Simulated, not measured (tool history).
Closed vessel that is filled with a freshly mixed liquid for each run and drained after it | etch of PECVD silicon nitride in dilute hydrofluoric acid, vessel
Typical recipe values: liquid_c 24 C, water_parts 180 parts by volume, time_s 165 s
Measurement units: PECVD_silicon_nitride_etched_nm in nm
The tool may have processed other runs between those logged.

run,hour,liquid_c,water_parts,time_s,wafers since the last listed run,hours since the thermometer was replaced,hours since the hydrofluoric acid flow meter was replaced,hours since the gauge calibration,"read-back film thickness of the PECVD silicon nitride reference wafer, read on the same gauge (nm)",PECVD_silicon_nitride_etched_nm
1,0,24,180,165,0,186.7,1082.1,298.1,60.02,5.53
2,43.8,24,180,165,4708,230.5,1125.9,341.9,60,5.51
3,98.9,24,140,165,5922,285.6,1181,397,59.99,7.1
4,140.3,24,140,165,4450,327,1222.4,438.4,60,7.06
5,211,21.5,180,165,7599,397.7,1293.1,509.1,59.94,4.7
6,265.4,24,180,165,5847,452.1,1347.5,563.5,60,5.52
# hour 278.3: hydrofluoric acid flow meter replaced
# hour 297.4: gauge calibrated
7,320.6,24,135,165,5826,507.3,42.3,23.2,60,7.39
8,364,22,180,165,4665,550.7,85.7,66.6,60.02,4.85
9,422.8,24,155,165,6320,609.5,144.5,125.4,59.99,6.39
# hour 451.3: thermometer replaced
10,459.8,24,120,205,3869,8.5,181.5,162.4,59.98,10.25
11,488.8,24,180,165,3117,37.5,210.5,191.4,59.99,5.53

Run 12, settings as shown, results not yet in. Your forecast:
12,516.5,24,180,90,2977,65.2,238.2,219.1,?,?

Run 12 came out at read-back film thickness of the PECVD silicon nitride reference wafer, read on the same gauge (nm) 59.98, PECVD_silicon_nitride_etched_nm 3.03 nm.
With no hidden state in the tool, this same run would have given PECVD_silicon_nitride_etched_nm 3.03 nm.
